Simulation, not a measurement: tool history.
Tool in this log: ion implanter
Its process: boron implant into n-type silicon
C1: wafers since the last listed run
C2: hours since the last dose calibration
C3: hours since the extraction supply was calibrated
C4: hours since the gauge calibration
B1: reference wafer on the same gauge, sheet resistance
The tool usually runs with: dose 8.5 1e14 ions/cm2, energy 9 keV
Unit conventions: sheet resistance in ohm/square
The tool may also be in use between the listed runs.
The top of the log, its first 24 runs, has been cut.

-- hour=290.1 gauge calibrated
run 25 hour=300.4 | dose=8.5 energy=9 | C1=350 C2=134 C3=60.6 C4=10.3 | B1=157.09 | sheet_resistance=170.85
run 26 hour=308.8 | dose=6.75 energy=11.5 | C1=171 C2=142.4 C3=69 C4=18.7 | B1=156.97 | sheet_resistance=194.31
run 27 hour=323.8 | dose=8.5 energy=9 | C1=305 C2=157.4 C3=84 C4=33.7 | B1=156.98 | sheet_resistance=170.44
run 28 hour=340 | dose=10.82 energy=10.5 | C1=329 C2=173.6 C3=100.2 C4=49.9 | B1=157 | sheet_resistance=143.5
run 29 hour=346.7 | dose=6.75 energy=11.5 | C1=136 C2=180.3 C3=106.9 C4=56.6 | B1=156.99 | sheet_resistance=194.93
run 30 hour=356.1 | dose=7.67 energy=9 | C1=191 C2=189.7 C3=116.3 C4=66 | B1=156.98 | sheet_resistance=182.76
run 31 hour=367.6 | dose=8.5 energy=9 | C1=234 C2=201.2 C3=127.8 C4=77.5 | B1=156.93 | sheet_resistance=170.85
run 32 hour=396.7 | dose=6.73 energy=10.5 | C1=592 C2=230.3 C3=156.9 C4=106.6 | B1=157.03 | sheet_resistance=197.66
run 33 hour=440.5 | dose=8.5 energy=9 | C1=891 C2=274.1 C3=200.7 C4=150.4 | B1=156.94 | sheet_resistance=171.16
run 34 hour=446.9 | dose=6.75 energy=11.5 | C1=130 C2=280.5 C3=207.1 C4=156.8 | B1=157.03 | sheet_resistance=194.97
run 35 hour=456.6 | dose=8.5 energy=9 | C1=197 C2=290.2 C3=216.8 C4=166.5 | B1=157.07 | sheet_resistance=171.23
run 36 hour=469.7 | dose=8.5 energy=11.5 | C1=266 C2=303.3 C3=229.9 C4=179.6 | B1=156.97 | sheet_resistance=164.35

5 options for the next run, each taken on its own from the tool as it stands now. Forecast them:
run A hour=470.1 | dose=8.5 energy=9 | C1=8 C2=303.7 C3=230.3 C4=180 | B1=? | sheet_resistance=?
run B hour=470.1 | dose=11.01 energy=11 | C1=8 C2=303.7 C3=230.3 C4=180 | B1=? | sheet_resistance=?
run C hour=470.1 | dose=6.84 energy=10.5 | C1=8 C2=303.7 C3=230.3 C4=180 | B1=? | sheet_resistance=?
run D hour=470.1 | dose=6.05 energy=6 | C1=8 C2=303.7 C3=230.3 C4=180 | B1=? | sheet_resistance=?
run E hour=470.1 | dose=10.3 energy=9 | C1=8 C2=303.7 C3=230.3 C4=180 | B1=? | sheet_resistance=?

run=A B1=156.98 sheet_resistance=171.65
run=B B1=156.98 sheet_resistance=141.38
run=C B1=156.98 sheet_resistance=195.35
run=D B1=156.98 sheet_resistance=233.29
run=E B1=156.98 sheet_resistance=153.65
Without the tool's unlogged condition, the same runs would have read:
run=A sheet_resistance=170.09
run=B sheet_resistance=140.25
run=C sheet_resistance=193.23
run=D sheet_resistance=231.01
run=E sheet_resistance=152.51

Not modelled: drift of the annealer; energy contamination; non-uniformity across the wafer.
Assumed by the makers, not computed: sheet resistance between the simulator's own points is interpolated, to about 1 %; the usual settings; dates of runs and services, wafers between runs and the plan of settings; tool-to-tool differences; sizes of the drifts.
